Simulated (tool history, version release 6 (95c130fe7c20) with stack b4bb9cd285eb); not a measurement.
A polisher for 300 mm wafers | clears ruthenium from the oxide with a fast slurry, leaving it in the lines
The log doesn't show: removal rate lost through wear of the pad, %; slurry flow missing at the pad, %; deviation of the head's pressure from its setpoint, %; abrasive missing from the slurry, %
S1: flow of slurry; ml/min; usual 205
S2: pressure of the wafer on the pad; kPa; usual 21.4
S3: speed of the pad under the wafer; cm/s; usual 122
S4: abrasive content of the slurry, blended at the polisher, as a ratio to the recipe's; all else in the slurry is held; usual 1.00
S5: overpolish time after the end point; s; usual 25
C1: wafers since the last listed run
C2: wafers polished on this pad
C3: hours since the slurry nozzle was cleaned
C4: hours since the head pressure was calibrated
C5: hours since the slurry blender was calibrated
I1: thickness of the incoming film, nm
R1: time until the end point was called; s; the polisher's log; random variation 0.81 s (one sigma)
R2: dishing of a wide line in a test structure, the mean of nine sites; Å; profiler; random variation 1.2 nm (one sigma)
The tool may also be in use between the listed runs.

| run | hour | S1 | S2 | S3 | S4 | S5 | C1 | C2 | C3 | C4 | C5 | I1 | R1 | R2 |
|---|---|---|---|---|---|---|---|---|---|---|---|---|---|---|
| 1 | 0.0 | 205 | 21.4 | 122 | 1.00 | 25 | 0 | 1076 | 252.7 | 490.5 | 422.9 | 297.9 | 50.4 | 853 |
|  | 10.7 | slurry nozzle cleaned |
| 2 | 13.2 | 205 | 21.4 | 122 | 1.00 | 25 | 99 | 1176 | 2.5 | 503.7 | 436.1 | 301.2 | 52.4 | 875 |
| 3 | 25.6 | 205 | 21.4 | 122 | 1.00 | 34 | 101 | 1277 | 14.9 | 516.1 | 448.5 | 302.4 | 53.2 | 994 |
| 4 | 36.7 | 205 | 21.4 | 122 | 1.00 | 34 | 90 | 1368 | 26.0 | 527.2 | 459.6 | 299.4 | 51.7 | 971 |
| 5 | 51.2 | 205 | 21.4 | 122 | 1.00 | 34 | 118 | 1487 | 40.5 | 541.7 | 474.1 | 300.7 | 52.1 | 1003 |
| 6 | 59.5 | 205 | 21.4 | 122 | 0.75 | 20 | 67 | 1555 | 48.8 | 550.0 | 482.4 | 296.9 | 56.9 | 679 |
|  | 64.6 | slurry blender recalibrated |
|  | 72.0 | worn pad replaced by a new one |
|  | 72.6 | head pressure recalibrated |
| 7 | 73.9 | 205 | 21.4 | 122 | 0.75 | 20 | 63 | 10 | 63.2 | 1.3 | 9.3 | 299.9 | 63.0 | 628 |
| 8 | 85.2 | 205 | 21.4 | 122 | 0.75 | 20 | 92 | 102 | 74.5 | 12.6 | 20.6 | 296.5 | 64.0 | 638 |
| 9 | 100.0 | 205 | 21.4 | 152 | 0.75 | 25 | 121 | 224 | 89.3 | 27.4 | 35.4 | 295.8 | 48.6 | 852 |
| 10 | 108.6 | 205 | 21.4 | 122 | 1.00 | 25 | 70 | 294 | 97.9 | 36.0 | 44.0 | 299.6 | 56.5 | 803 |
| 11 | 123.2 | 205 | 23.4 | 104 | 1.25 | 19 | 119 | 414 | 112.5 | 50.6 | 58.6 | 302.6 | 54.9 | 691 |
| 12 | 137.3 | 205 | 21.4 | 122 | 1.00 | 25 | 115 | 529 | 126.6 | 64.7 | 72.7 | 300.2 | 55.8 | 792 |
| 13 | 153.5 | 205 | 21.4 | 122 | 1.00 | 34 | 132 | 662 | 142.8 | 80.9 | 88.9 | 300.0 | 54.9 | 969 |
| 14 | 168.6 | 205 | 17.2 | 140 | 1.25 | 33 | 123 | 786 | 157.9 | 96.0 | 104.0 | 293.9 | 52.2 | 963 |
| 15 | 183.4 | 170 | 23.4 | 122 | 0.75 | 25 | 121 | 907 | 172.7 | 110.8 | 118.8 | 298.3 | 57.6 | 806 |
| 16 | 194.8 | 240 | 21.4 | 122 | 1.00 | 25 | 93 | 1000 | 184.1 | 122.2 | 130.2 | 301.4 | 53.5 | 843 |
| 17 | 209.5 | 205 | 26.2 | 106 | 1.25 | 21 | 120 | 1120 | 198.8 | 136.9 | 144.9 | 306.4 | 46.6 | 814 |
| 18 | 216.4 | 155 | 21.4 | 122 | 0.75 | 25 | 56 | 1177 | 205.7 | 143.8 | 151.8 | 298.2 | 61.8 | 760 |
|  | 230.5 | worn pad replaced by a new one, of another model than before |
| 19 | 231.0 | 205 | 21.4 | 122 | 1.00 | 25 | 86 | 4 | 220.3 | 158.4 | 166.4 | 302.4 | 53.8 | 832 |
| 20 | 247.1 | 265 | 17.9 | 142 | 1.00 | 25 | 131 | 136 | 236.4 | 174.5 | 182.5 | 298.6 | 53.4 | 830 |
|  | 256.6 | slurry nozzle cleaned |
| 21 | 264.9 | 175 | 21.4 | 150 | 1.00 | 14 | 137 | 273 | 8.3 | 192.3 | 200.3 | 305.1 | 47.7 | 626 |
| 22 | 303.6 | 205 | 21.4 | 122 | 0.85 | 25 | 316 | 590 | 47.0 | 231.0 | 239.0 | 295.8 | 56.7 | 799 |
| 23 | 312.9 | 240 | 28.3 | 154 | 1.00 | 32 | 76 | 666 | 56.3 | 240.3 | 248.3 | 298.6 | 34.7 | 1118 |
| 24 | 324.2 | 205 | 21.4 | 154 | 1.25 | 25 | 92 | 759 | 67.6 | 251.6 | 259.6 | 302.5 | 42.4 | 948 |
| 25 | 333.9 | 205 | 21.4 | 122 | 1.00 | 25 | 79 | 838 | 77.3 | 261.3 | 269.3 | 301.7 | 52.5 | 839 |
| 26 | 341.1 | 205 | 21.4 | 136 | 1.00 | 11 | 58 | 897 | 84.5 | 268.5 | 276.5 | 304.5 | 49.6 | 498 |
| 27 | 349.9 | 205 | 21.4 | 122 | 1.00 | 25 | 72 | 969 | 93.3 | 277.3 | 285.3 | 296.2 | 53.3 | 842 |
| 28 | 367.7 | 205 | 21.4 | 122 | 1.00 | 25 | 145 | 1115 | 111.1 | 295.1 | 303.1 | 296.3 | 51.5 | 829 |
| 29 | 379.9 | 265 | 21.4 | 122 | 1.00 | 25 | 99 | 1215 | 123.3 | 307.3 | 315.3 | 297.9 | 50.6 | 838 |

3 ways to go on from here, each from the tool as it stands after run 29. What would each give?
| A | 380.3 | 205 | 21.4 | 122 | 1.00 | 25 | 3 | 1218 | 123.7 | 307.7 | 315.7 | 299.5 | ? | ? |
| B | 380.3 | 205 | 19.3 | 92 | 1.00 | 25 | 3 | 1218 | 123.7 | 307.7 | 315.7 | 299.5 | ? | ? |
| C | 380.3 | 170 | 17.2 | 122 | 1.10 | 25 | 3 | 1218 | 123.7 | 307.7 | 315.7 | 299.5 | ? | ? |

| run | R1 | R2 |
|---|---|---|
| A | 52.4 | 815 |
| B | 69.6 | 683 |
| C | 59.8 | 753 |
Without the tool's hidden state the same runs would have given:
| run | R1 | R2 |
|---|---|---|
| A | 56.1 | 783 |
| B | 74.5 | 652 |
| C | 64.0 | 722 |
